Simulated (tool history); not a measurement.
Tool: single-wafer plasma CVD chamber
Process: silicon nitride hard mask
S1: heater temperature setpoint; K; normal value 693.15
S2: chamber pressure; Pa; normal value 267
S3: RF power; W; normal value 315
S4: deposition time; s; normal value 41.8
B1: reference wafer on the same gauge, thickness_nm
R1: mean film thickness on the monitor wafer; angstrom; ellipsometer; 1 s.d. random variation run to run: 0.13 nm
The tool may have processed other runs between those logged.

run	hour	S1	S2	S3	S4	B1	R1
1	0.0	693.15	312	315	41.8	60.725	551.20
2	97.7	693.15	267	315	41.8	60.719	520.53
3	193.3	693.15	267	315	41.8	60.733	519.53
4	235.7	693.15	267	315	41.8	60.724	519.54
5	293.9	693.15	267	315	41.8	60.691	521.86
6	342.2	693.15	267	315	41.8	60.688	519.15
7	419.3	682.15	267	275	41.8	60.691	473.32
8	519.7	693.15	267	360	39.3	60.687	529.79
9	565.6	693.15	267	360	39.3	60.692	529.64
10	617.6	693.15	267	360	39.3	60.722	527.76
11	699.7	693.15	267	315	41.8	60.680	513.19
12	795.1	693.15	267	315	41.8	60.722	511.88
13	839.6	693.15	267	315	41.8	60.698	514.66
# hour 863.1: capacitance manometer re-zeroed and calibrated
14	942.2	693.15	267	315	41.8	60.714	511.49
15	1015.6	682.15	232	315	41.8	60.692	481.46
# hour 1035.6: thermocouple changed; heater temperature recalibrated
16	1068.9	700.15	317	260	49.6	60.673	565.63
# hour 1073.0: gauge calibrated
17	1141.5	679.15	267	315	44.3	60.712	541.47
18	1198.8	693.15	267	370	34.2	60.742	460.30
# hour 1305.5: RF generator calibrated
# hour 1319.0: showerhead replaced
19	1452.5	682.15	235	335	46.6	60.701	543.71
20	1534.6	693.15	267	315	41.8	60.695	493.21
21	1621.8	689.15	267	315	41.8	60.677	494.20
# hour 1660.9: RF generator calibrated, repeated, since the last time left the tool worse
22	1663.5	693.15	285	265	34.4	60.698	396.41
23	1738.0	682.15	232	315	41.8	60.687	497.51
24	1812.0	688.15	267	270	41.8	60.690	476.81
25	1886.6	680.15	267	315	46.4	60.746	587.03
26	1959.8	693.15	231	275	33.8	60.707	366.31

Here are 4 independent what-if runs from the current tool condition. What would each one return?
A	1960.2	693.15	267	315	41.8	?	?
B	1960.2	688.15	317	375	44.4	?	?
C	1960.2	686.15	223	315	36.4	?	?
D	1960.2	706.15	312	345	41.8	?	?

run	B1	R1
A	60.706	524.45
B	60.706	662.54
C	60.706	421.65
D	60.706	585.50
Without the tool's hidden state the same runs would have given:
run	R1
A	526.21
B	664.66
C	423.07
D	587.38
